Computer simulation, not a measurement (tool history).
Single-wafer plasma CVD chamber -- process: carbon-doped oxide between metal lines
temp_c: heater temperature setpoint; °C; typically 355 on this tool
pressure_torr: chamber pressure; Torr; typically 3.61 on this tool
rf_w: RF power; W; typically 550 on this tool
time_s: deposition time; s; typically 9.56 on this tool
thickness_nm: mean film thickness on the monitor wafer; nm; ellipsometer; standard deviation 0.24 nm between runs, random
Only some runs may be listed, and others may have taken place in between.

run	hour	temp_c	pressure_torr	rf_w	time_s	wafers since the last listed run	hours since the last thermocouple change	hours since the last RF generator calibration	hours since the last manometer calibration	hours since the showerhead was replaced	hours since the gauge calibration	read-back reference wafer on the same gauge, thickness_nm	thickness_nm
1	0	355	3.87	550	9.56	0	915.1	905.7	580.6	2419	656.2	45.993	48.251
2	78.5	355	3.61	550	9.56	1153	993.6	984.2	659.1	2497.5	734.7	46.052	47.008
# hour 90.2: RF generator calibrated
# hour 151.5: gauge calibrated
3	172.9	355	3.61	550	9.56	1269	1088	82.7	753.5	2591.9	21.4	45.937	47.351
4	276.3	355	3.61	550	9.56	1519	1191.4	186.1	856.9	2695.3	124.8	45.922	47.717
5	339.6	355	3.07	485	9.56	930	1254.7	249.4	920.2	2758.6	188.1	46.114	42.692
6	390.3	355	3.07	485	9.56	745	1305.4	300.1	970.9	2809.3	238.8	45.932	42.769
7	477.8	355	3.07	485	9.56	1285	1392.9	387.6	1058.4	2896.8	326.3	45.979	42.611
8	799.8	348	3.61	550	9.56	4731	1714.9	709.6	1380.4	3218.8	648.3	46.026	48.98
9	861	359	3.61	620	9.56	899	1776.1	770.8	1441.6	3280	709.5	46.059	50.983
# hour 896.7: showerhead replaced
10	898.8	351	3	580	10.43	437	1813.9	808.6	1479.4	2.1	747.3	46.096	53.565
# hour 937.1: capacitance manometer re-zeroed and calibrated
11	950.9	359	3.61	600	9.56	648	1866	860.7	13.8	54.2	799.4	46.007	49.885
12	1054.5	355	3.61	550	9.56	1522	1969.6	964.3	117.4	157.8	903	45.899	47.72
# hour 1074: gauge calibrated
# hour 1114.5: RF generator calibrated
# hour 1224.1: thermocouple changed; heater temperature recalibrated
13	1232.6	355	3.07	485	9.56	2382	8.5	118.1	295.5	335.9	158.6	46.064	42.377
14	1424.7	355	3.61	475	8.66	2822	200.6	310.2	487.6	528	350.7	46.011	38.73
15	1487.2	355	3.61	625	10.88	918	263.1	372.7	550.1	590.5	413.2	45.923	58.72
16	1574.8	355	3.2	610	9.56	1287	350.7	460.3	637.7	678.1	500.8	46	49.751
17	1616.9	369	3.36	625	9.56	618	392.8	502.4	679.8	720.2	542.9	46.024	49.67

Alternative continuations, all from the tool just after run 17; predict every row:
A	1617.3	355	3.61	550	9.56	5	393.2	502.8	680.2	720.6	543.3	?	?
B	1617.3	344	3.09	470	8.77	5	393.2	502.8	680.2	720.6	543.3	?	?
C	1617.3	355	4.4	640	10.5	5	393.2	502.8	680.2	720.6	543.3	?	?
D	1617.3	347	3.61	550	9.56	5	393.2	502.8	680.2	720.6	543.3	?	?
E	1617.3	355	3.61	550	10.98	5	393.2	502.8	680.2	720.6	543.3	?	?

run	read-back reference wafer on the same gauge, thickness_nm	thickness_nm
A	46.008	47.567
B	46.008	39.55
C	46.008	60.122
D	46.008	48.8
E	46.008	54.513
Without the tool's unlogged condition, the same runs would have read:
run	thickness_nm
A	47.567
B	39.55
C	60.122
D	48.8
E	54.513
